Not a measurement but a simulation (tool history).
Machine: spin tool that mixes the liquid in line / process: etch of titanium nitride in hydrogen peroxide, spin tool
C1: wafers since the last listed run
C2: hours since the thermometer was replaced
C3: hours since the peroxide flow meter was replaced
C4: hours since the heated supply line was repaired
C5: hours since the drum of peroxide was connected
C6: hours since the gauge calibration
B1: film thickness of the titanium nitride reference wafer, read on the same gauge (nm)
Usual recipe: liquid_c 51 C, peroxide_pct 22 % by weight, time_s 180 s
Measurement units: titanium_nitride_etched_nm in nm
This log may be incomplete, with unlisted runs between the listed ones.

{"run": 1, "hour": 0.0, "liquid_c": 47, "peroxide_pct": 22, "time_s": 180, "C1": 0, "C2": 1926.3, "C3": 1005.3, "C4": 2328, "C5": 253.9, "C6": 454.8, "B1": 129.98, "titanium_nitride_etched_nm": 7.4}
{"run": 2, "hour": 85.0, "liquid_c": 47, "peroxide_pct": 22, "time_s": 180, "C1": 557, "C2": 2011.3, "C3": 1090.3, "C4": 2413, "C5": 338.9, "C6": 539.8, "B1": 129.98, "titanium_nitride_etched_nm": 7.3}
{"run": 3, "hour": 169.7, "liquid_c": 47, "peroxide_pct": 22, "time_s": 180, "C1": 555, "C2": 2096, "C3": 1175, "C4": 2497.7, "C5": 423.6, "C6": 624.5, "B1": 130, "titanium_nitride_etched_nm": 7.49}
{"run": 4, "hour": 261.4, "liquid_c": 51, "peroxide_pct": 22, "time_s": 180, "C1": 601, "C2": 2187.7, "C3": 1266.7, "C4": 2589.4, "C5": 515.3, "C6": 716.2, "B1": 130, "titanium_nitride_etched_nm": 10.17}
{"run": 5, "hour": 325.7, "liquid_c": 51, "peroxide_pct": 22, "time_s": 180, "C1": 421, "C2": 2252, "C3": 1331, "C4": 2653.7, "C5": 579.6, "C6": 780.5, "B1": 130.01, "titanium_nitride_etched_nm": 10.18}
{"run": 6, "hour": 370.7, "liquid_c": 51, "peroxide_pct": 22, "time_s": 180, "C1": 295, "C2": 2297, "C3": 1376, "C4": 2698.7, "C5": 624.6, "C6": 825.5, "B1": 129.98, "titanium_nitride_etched_nm": 10.05}
{"run": 7, "hour": 428.4, "liquid_c": 51, "peroxide_pct": 22, "time_s": 180, "C1": 378, "C2": 2354.7, "C3": 1433.7, "C4": 2756.4, "C5": 682.3, "C6": 883.2, "B1": 130.02, "titanium_nitride_etched_nm": 10.1}
{"run": 8, "hour": 490.7, "liquid_c": 51, "peroxide_pct": 22, "time_s": 180, "C1": 408, "C2": 2417, "C3": 1496, "C4": 2818.7, "C5": 744.6, "C6": 945.5, "B1": 130.02, "titanium_nitride_etched_nm": 10.23}
{"hour": 545.6, "done": "new drum of peroxide connected"}
{"run": 9, "hour": 567.6, "liquid_c": 51, "peroxide_pct": 18.5, "time_s": 210, "C1": 498, "C2": 2493.9, "C3": 1572.9, "C4": 2895.6, "C5": 22, "C6": 1022.4, "B1": 129.98, "titanium_nitride_etched_nm": 11.56}
{"run": 10, "hour": 637.6, "liquid_c": 51, "peroxide_pct": 18.5, "time_s": 210, "C1": 459, "C2": 2563.9, "C3": 1642.9, "C4": 2965.6, "C5": 92, "C6": 1092.4, "B1": 130, "titanium_nitride_etched_nm": 11.53}
{"hour": 664.4, "done": "gauge calibrated"}
{"hour": 676.0, "done": "heated supply line repaired"}
{"run": 11, "hour": 729.3, "liquid_c": 51, "peroxide_pct": 22, "time_s": 180, "C1": 595, "C2": 2655.6, "C3": 1734.6, "C4": 53.3, "C5": 183.7, "C6": 64.9, "B1": 129.99, "titanium_nitride_etched_nm": 10.21}
{"run": 12, "hour": 789.0, "liquid_c": 46, "peroxide_pct": 16, "time_s": 180, "C1": 391, "C2": 2715.3, "C3": 1794.3, "C4": 113, "C5": 243.4, "C6": 124.6, "B1": 130.02, "titanium_nitride_etched_nm": 6.62}
{"hour": 790.5, "done": "thermometer replaced"}
{"run": 13, "hour": 893.7, "liquid_c": 45.5, "peroxide_pct": 22, "time_s": 120, "C1": 680, "C2": 103.2, "C3": 1899, "C4": 217.7, "C5": 348.1, "C6": 229.3, "B1": 129.99, "titanium_nitride_etched_nm": 4.06}
{"run": 14, "hour": 954.9, "liquid_c": 51, "peroxide_pct": 22, "time_s": 180, "C1": 401, "C2": 164.4, "C3": 1960.2, "C4": 278.9, "C5": 409.3, "C6": 290.5, "B1": 130, "titanium_nitride_etched_nm": 9.13}
{"run": 15, "hour": 994.5, "liquid_c": 57.5, "peroxide_pct": 22, "time_s": 180, "C1": 259, "C2": 204, "C3": 1999.8, "C4": 318.5, "C5": 448.9, "C6": 330.1, "B1": 130.01, "titanium_nitride_etched_nm": 14.44}
{"hour": 1048.3, "done": "peroxide flow meter replaced"}
{"run": 16, "hour": 1059.3, "liquid_c": 60.5, "peroxide_pct": 22, "time_s": 220, "C1": 418, "C2": 268.8, "C3": 11, "C4": 383.3, "C5": 513.7, "C6": 394.9, "B1": 130.01, "titanium_nitride_etched_nm": 21.86}
{"run": 17, "hour": 1127.8, "liquid_c": 59, "peroxide_pct": 27.5, "time_s": 70, "C1": 449, "C2": 337.3, "C3": 79.5, "C4": 451.8, "C5": 582.2, "C6": 463.4, "B1": 130.02, "titanium_nitride_etched_nm": 6.67}
{"run": 18, "hour": 1166.1, "liquid_c": 47, "peroxide_pct": 22, "time_s": 180, "C1": 251, "C2": 375.6, "C3": 117.8, "C4": 490.1, "C5": 620.5, "C6": 501.7, "B1": 130, "titanium_nitride_etched_nm": 7}
{"run": 19, "hour": 1226.5, "liquid_c": 43, "peroxide_pct": 16, "time_s": 150, "C1": 396, "C2": 436, "C3": 178.2, "C4": 550.5, "C5": 680.9, "C6": 562.1, "B1": 130.01, "titanium_nitride_etched_nm": 4.01}
{"run": 20, "hour": 1293.7, "liquid_c": 59.5, "peroxide_pct": 20.5, "time_s": 265, "C1": 441, "C2": 503.2, "C3": 245.4, "C4": 617.7, "C5": 748.1, "C6": 629.3, "B1": 129.99, "titanium_nitride_etched_nm": 24.91}
{"hour": 1321.8, "done": "new drum of peroxide connected"}
{"run": 21, "hour": 1356.1, "liquid_c": 59.5, "peroxide_pct": 22, "time_s": 75, "C1": 402, "C2": 565.6, "C3": 307.8, "C4": 680.1, "C5": 34.3, "C6": 691.7, "B1": 130, "titanium_nitride_etched_nm": 7.12}

What if the next run were any one of these 4? Each begins from the tool's condition after run 21:
{"run": "A", "hour": 1356.6, "liquid_c": 51, "peroxide_pct": 22, "time_s": 180, "C1": 3, "C2": 566.1, "C3": 308.3, "C4": 680.6, "C5": 34.8, "C6": 692.2, "B1": "?", "titanium_nitride_etched_nm": "?"}
{"run": "B", "hour": 1356.6, "liquid_c": 44, "peroxide_pct": 25, "time_s": 105, "C1": 3, "C2": 566.1, "C3": 308.3, "C4": 680.6, "C5": 34.8, "C6": 692.2, "B1": "?", "titanium_nitride_etched_nm": "?"}
{"run": "C", "hour": 1356.6, "liquid_c": 56.5, "peroxide_pct": 22, "time_s": 85, "C1": 3, "C2": 566.1, "C3": 308.3, "C4": 680.6, "C5": 34.8, "C6": 692.2, "B1": "?", "titanium_nitride_etched_nm": "?"}
{"run": "D", "hour": 1356.6, "liquid_c": 51, "peroxide_pct": 17, "time_s": 225, "C1": 3, "C2": 566.1, "C3": 308.3, "C4": 680.6, "C5": 34.8, "C6": 692.2, "B1": "?", "titanium_nitride_etched_nm": "?"}

run=A B1=130 titanium_nitride_etched_nm=9.47
run=B B1=130 titanium_nitride_etched_nm=3.41
run=C B1=130 titanium_nitride_etched_nm=6.58
run=D B1=130 titanium_nitride_etched_nm=11.2
With the hidden condition removed and each run's random variation left untouched, the same runs would have given:
run=A titanium_nitride_etched_nm=8.95
run=B titanium_nitride_etched_nm=3.21
run=C titanium_nitride_etched_nm=6.23
run=D titanium_nitride_etched_nm=10.59

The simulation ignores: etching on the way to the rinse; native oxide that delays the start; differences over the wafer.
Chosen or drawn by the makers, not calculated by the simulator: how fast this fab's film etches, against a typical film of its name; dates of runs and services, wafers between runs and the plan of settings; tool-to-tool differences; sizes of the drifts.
